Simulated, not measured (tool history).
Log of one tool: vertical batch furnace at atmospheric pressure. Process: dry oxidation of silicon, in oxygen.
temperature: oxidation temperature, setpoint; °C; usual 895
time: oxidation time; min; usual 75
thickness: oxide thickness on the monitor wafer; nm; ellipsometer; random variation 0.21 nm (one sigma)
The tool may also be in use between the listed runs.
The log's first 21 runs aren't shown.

run,hour,temperature,time,wafers since the last listed run,hours since the last temperature calibration,hours since the boat lift was adjusted,hours since the gauge calibration,"read-back reference wafer on the same gauge, thickness",thickness
22,534.6,909,75,350,104.1,130.9,239.1,47.06,45.72
23,552.8,895,109,227,122.3,149.1,257.3,47.11,49.97
24,578,910,39.5,314,147.5,174.3,282.5,46.99,34.72
25,611.7,878,46,420,181.2,208,316.2,47.06,31.12
26,632.5,886,103.5,259,202,228.8,337,46.96,45.5
27,647.9,895,75,192,217.4,244.2,352.4,46.98,41.44
28,731.7,895,75,1045,301.2,328,436.2,46.81,41.54
29,755.1,895,75,291,324.6,351.4,459.6,46.82,41.24
30,779.7,881,51,306,349.2,376,484.2,46.72,32.67
31,815,871,102,440,384.5,411.3,519.5,46.76,40.3
32,830.6,895,75,194,400.1,426.9,535.1,46.67,41.1
33,864.5,895,75,422,434,460.8,569,46.49,41.21
34,877,876,60.5,155,446.5,473.3,581.5,46.52,33.48
35,900.2,914,51.5,289,469.7,496.5,604.7,46.49,39.34
36,929.1,895,60.5,360,498.6,525.4,633.6,46.31,37.49

Forecast each of these 5 alternatives for the next run:
A,935.1,919,75,74,504.6,531.4,639.6,?,?
B,935.1,888,54,74,504.6,531.4,639.6,?,?
C,935.1,917,109.5,74,504.6,531.4,639.6,?,?
D,935.1,908,109.5,74,504.6,531.4,639.6,?,?
E,935.1,895,104,74,504.6,531.4,639.6,?,?

run,"read-back reference wafer on the same gauge, thickness",thickness
A,46.37,48.34
B,46.37,34.09
C,46.37,58.23
D,46.37,54.26
E,46.37,47.86
Without the tool's hidden state the same runs would have given:
run,thickness
A,49.08
B,34.62
C,59.14
D,55.1
E,48.6

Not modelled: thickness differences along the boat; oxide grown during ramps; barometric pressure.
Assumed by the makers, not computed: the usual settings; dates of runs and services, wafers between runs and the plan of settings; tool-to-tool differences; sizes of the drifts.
